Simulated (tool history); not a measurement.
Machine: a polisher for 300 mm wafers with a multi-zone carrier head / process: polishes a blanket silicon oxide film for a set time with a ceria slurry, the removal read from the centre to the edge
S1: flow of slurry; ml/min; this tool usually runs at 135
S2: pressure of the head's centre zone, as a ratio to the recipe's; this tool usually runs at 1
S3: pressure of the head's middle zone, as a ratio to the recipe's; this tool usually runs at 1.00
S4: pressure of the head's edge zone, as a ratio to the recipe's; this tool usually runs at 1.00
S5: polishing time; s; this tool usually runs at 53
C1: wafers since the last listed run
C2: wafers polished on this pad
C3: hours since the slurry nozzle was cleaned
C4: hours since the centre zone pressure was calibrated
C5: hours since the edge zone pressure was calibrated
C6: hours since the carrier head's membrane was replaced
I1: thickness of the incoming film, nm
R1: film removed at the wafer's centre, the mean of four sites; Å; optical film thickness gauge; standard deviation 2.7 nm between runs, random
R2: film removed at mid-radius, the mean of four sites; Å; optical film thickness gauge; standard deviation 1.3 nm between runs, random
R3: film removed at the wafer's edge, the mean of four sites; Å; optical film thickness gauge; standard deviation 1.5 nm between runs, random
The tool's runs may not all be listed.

{"run": 1, "hour": 0.0, "S1": 150, "S2": 1, "S3": 1.0, "S4": 0.92, "S5": 53, "C1": 0, "C2": 5656, "C3": 609.0, "C4": 283.9, "C5": 191.1, "C6": 346.6, "I1": 1482.5, "R1": 1864, "R2": 2004, "R3": 1900}
{"hour": 18.2, "done": "slurry nozzle cleaned"}
{"run": 2, "hour": 59.3, "S1": 90, "S2": 1, "S3": 1.0, "S4": 1.11, "S5": 53, "C1": 674, "C2": 6331, "C3": 41.1, "C4": 343.2, "C5": 250.4, "C6": 405.9, "I1": 1506.3, "R1": 1630, "R2": 1796, "R3": 1938}
{"run": 3, "hour": 152.2, "S1": 175, "S2": 1, "S3": 0.93, "S4": 1.0, "S5": 46, "C1": 1074, "C2": 7405, "C3": 134.0, "C4": 436.1, "C5": 343.3, "C6": 498.8, "I1": 1470.6, "R1": 1596, "R2": 1611, "R3": 1716}
{"hour": 201.4, "done": "worn pad replaced by a new one"}
{"hour": 444.8, "done": "centre zone pressure recalibrated"}
{"run": 4, "hour": 447.2, "S1": 100, "S2": 1, "S3": 1.0, "S4": 1.07, "S5": 53, "C1": 3342, "C2": 2820, "C3": 429.0, "C4": 2.4, "C5": 638.3, "C6": 793.8, "I1": 1471.3, "R1": 1878, "R2": 1873, "R3": 1998}
{"run": 5, "hour": 507.7, "S1": 100, "S2": 1, "S3": 0.92, "S4": 1.0, "S5": 69, "C1": 699, "C2": 3520, "C3": 489.5, "C4": 62.9, "C5": 698.8, "C6": 854.3, "I1": 1473.8, "R1": 2384, "R2": 2300, "R3": 2542}
{"run": 6, "hour": 589.9, "S1": 135, "S2": 1, "S3": 1.11, "S4": 1.0, "S5": 53, "C1": 950, "C2": 4470, "C3": 571.7, "C4": 145.1, "C5": 781.0, "C6": 936.5, "I1": 1474.9, "R1": 1862, "R2": 2174, "R3": 2003}
{"run": 7, "hour": 634.9, "S1": 135, "S2": 1, "S3": 1.05, "S4": 1.0, "S5": 53, "C1": 520, "C2": 4991, "C3": 616.7, "C4": 190.1, "C5": 826.0, "C6": 981.5, "I1": 1466.2, "R1": 1837, "R2": 2075, "R3": 1976}
{"hour": 644.6, "done": "slurry nozzle cleaned"}
{"hour": 695.2, "done": "edge zone pressure recalibrated"}
{"run": 8, "hour": 730.3, "S1": 135, "S2": 1, "S3": 1.0, "S4": 1.0, "S5": 53, "C1": 1068, "C2": 6060, "C3": 85.7, "C4": 285.5, "C5": 35.1, "C6": 1076.9, "I1": 1501.1, "R1": 1772, "R2": 1936, "R3": 1961}
{"run": 9, "hour": 773.3, "S1": 135, "S2": 1, "S3": 1.0, "S4": 0.89, "S5": 41, "C1": 497, "C2": 6557, "C3": 128.7, "C4": 328.5, "C5": 78.1, "C6": 1119.9, "I1": 1496.1, "R1": 1353, "R2": 1490, "R3": 1445}
{"hour": 833.2, "done": "worn pad replaced by a new one"}
{"run": 10, "hour": 847.2, "S1": 135, "S2": 1, "S3": 1.0, "S4": 1.06, "S5": 39, "C1": 808, "C2": 161, "C3": 202.6, "C4": 402.4, "C5": 152.0, "C6": 1193.8, "I1": 1498.6, "R1": 1347, "R2": 1479, "R3": 1542}
{"run": 11, "hour": 951.1, "S1": 135, "S2": 1, "S3": 0.95, "S4": 1.0, "S5": 35, "C1": 1201, "C2": 1363, "C3": 306.5, "C4": 506.3, "C5": 255.9, "C6": 1297.7, "I1": 1493.7, "R1": 1196, "R2": 1271, "R3": 1344}
{"run": 12, "hour": 1055.2, "S1": 135, "S2": 1, "S3": 1.0, "S4": 1.11, "S5": 53, "C1": 1204, "C2": 2567, "C3": 410.6, "C4": 610.4, "C5": 360.0, "C6": 1401.8, "I1": 1485.5, "R1": 1759, "R2": 2032, "R3": 2121}
{"run": 13, "hour": 1107.1, "S1": 135, "S2": 1, "S3": 1.0, "S4": 1.0, "S5": 53, "C1": 600, "C2": 3168, "C3": 462.5, "C4": 662.3, "C5": 411.9, "C6": 1453.7, "I1": 1494.4, "R1": 1760, "R2": 2000, "R3": 2001}
{"hour": 1202.6, "done": "centre zone pressure recalibrated"}
{"run": 14, "hour": 1206.3, "S1": 135, "S2": 1, "S3": 1.0, "S4": 1.0, "S5": 53, "C1": 1124, "C2": 4292, "C3": 561.7, "C4": 3.7, "C5": 511.1, "C6": 1552.9, "I1": 1491.8, "R1": 1970, "R2": 1975, "R3": 1981}
{"run": 15, "hour": 1247.7, "S1": 135, "S2": 1, "S3": 1.0, "S4": 1.0, "S5": 53, "C1": 478, "C2": 4771, "C3": 603.1, "C4": 45.1, "C5": 552.5, "C6": 1594.3, "I1": 1494.6, "R1": 1924, "R2": 1969, "R3": 2015}
{"run": 16, "hour": 1316.4, "S1": 170, "S2": 1, "S3": 1.0, "S4": 0.97, "S5": 70, "C1": 794, "C2": 5566, "C3": 671.8, "C4": 113.8, "C5": 621.2, "C6": 1663.0, "I1": 1495.9, "R1": 2553, "R2": 2661, "R3": 2656}
{"hour": 1383.9, "done": "slurry nozzle cleaned"}
{"run": 17, "hour": 1401.8, "S1": 135, "S2": 1, "S3": 1.0, "S4": 1.0, "S5": 69, "C1": 976, "C2": 6542, "C3": 17.9, "C4": 199.2, "C5": 706.6, "C6": 1748.4, "I1": 1496.4, "R1": 2362, "R2": 2507, "R3": 2524}
{"hour": 1466.3, "done": "worn pad replaced by a new one"}
{"run": 18, "hour": 1477.4, "S1": 135, "S2": 1, "S3": 0.96, "S4": 1.0, "S5": 53, "C1": 828, "C2": 128, "C3": 93.5, "C4": 274.8, "C5": 782.2, "C6": 1824.0, "I1": 1468.1, "R1": 1842, "R2": 1958, "R3": 2041}
{"hour": 1513.1, "done": "carrier head's membrane replaced by a new one"}
{"hour": 1541.1, "done": "edge zone pressure recalibrated"}
{"run": 19, "hour": 1680.3, "S1": 135, "S2": 1, "S3": 1.0, "S4": 1.0, "S5": 39, "C1": 2266, "C2": 2394, "C3": 296.4, "C4": 477.7, "C5": 139.2, "C6": 167.2, "I1": 1481.0, "R1": 1336, "R2": 1484, "R3": 1493}

What will run 20 give?
{"run": 20, "hour": 1726.7, "S1": 110, "S2": 1, "S3": 0.95, "S4": 1.0, "S5": 65, "C1": 536, "C2": 2930, "C3": 342.8, "C4": 524.1, "C5": 185.6, "C6": 213.6, "I1": 1511.1, "R1": "?", "R2": "?", "R3": "?"}

{"run 20": {"R1": 2075, "R2": 2270, "R3": 2432}}
With the hidden condition absent and the run-to-run variation left alone, this run would have shown R1 2402 Å, R2 2299 Å, R3 2464 Å.
